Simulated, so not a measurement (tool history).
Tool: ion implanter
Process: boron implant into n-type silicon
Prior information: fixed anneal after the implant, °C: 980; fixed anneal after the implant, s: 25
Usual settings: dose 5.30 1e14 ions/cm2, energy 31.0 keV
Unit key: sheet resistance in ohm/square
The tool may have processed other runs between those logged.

run    hour  dose  energy  read-back reference wafer on the same gauge, sheet resistance  sheet resistance
  1     0.0  5.30    31.0                                                         244.68            232.58
  2    97.6  5.30    31.0                                                         244.92            228.54
  3   205.1  5.30    31.0                                                         245.18            231.27
  4   303.4  5.30    31.0                                                         245.27            231.93
  5   405.1  5.30    31.0                                                         245.66            231.80
  6   478.8  5.30    31.0                                                         245.49            231.12
  7   532.6  5.30    31.0                                                         245.62            232.70
  8   573.1  5.30    31.0                                                         245.86            233.39
  9   664.1  6.53    31.0                                                         237.83            189.93
 10   766.2  4.04    40.5                                                         239.93            274.01
 11   899.0  4.76    41.0                                                         241.82            243.56
 12   990.2  5.30    31.0                                                         242.79            229.64
 13  1048.0  6.57    25.0                                                         243.21            196.47
 14  1352.9  6.60    31.0                                                         245.42            195.11
 15  1436.9  5.30    25.0                                                         246.02            236.30
 16  1492.5  6.48    37.0                                                         246.50            195.24
 17  1568.3  5.30    31.0                                                         246.57            235.52

Put back what was entered between runs (3 entries, withheld): which listed runs does each sit between, and how does the hidden state differ from the listed run before to the listed run after?
From run 8 to run 9: gauge calibrated (hour 649.4)
  gauge reads high (%): 4.11 -> 0.786
  difference, measured minus the result without the unlogged condition, sheet resistance: +9.21 -> +1.49 ohm/square
From run 13 to run 14: Faraday cup replaced and dose calibrated (hour 1057.1); extraction supply calibrated (hour 1203.1)
  gauge reads high (%): 3.14 -> 4.1
  difference, measured minus the result without the unlogged condition, sheet resistance: +5.98 -> +7.68 ohm/square
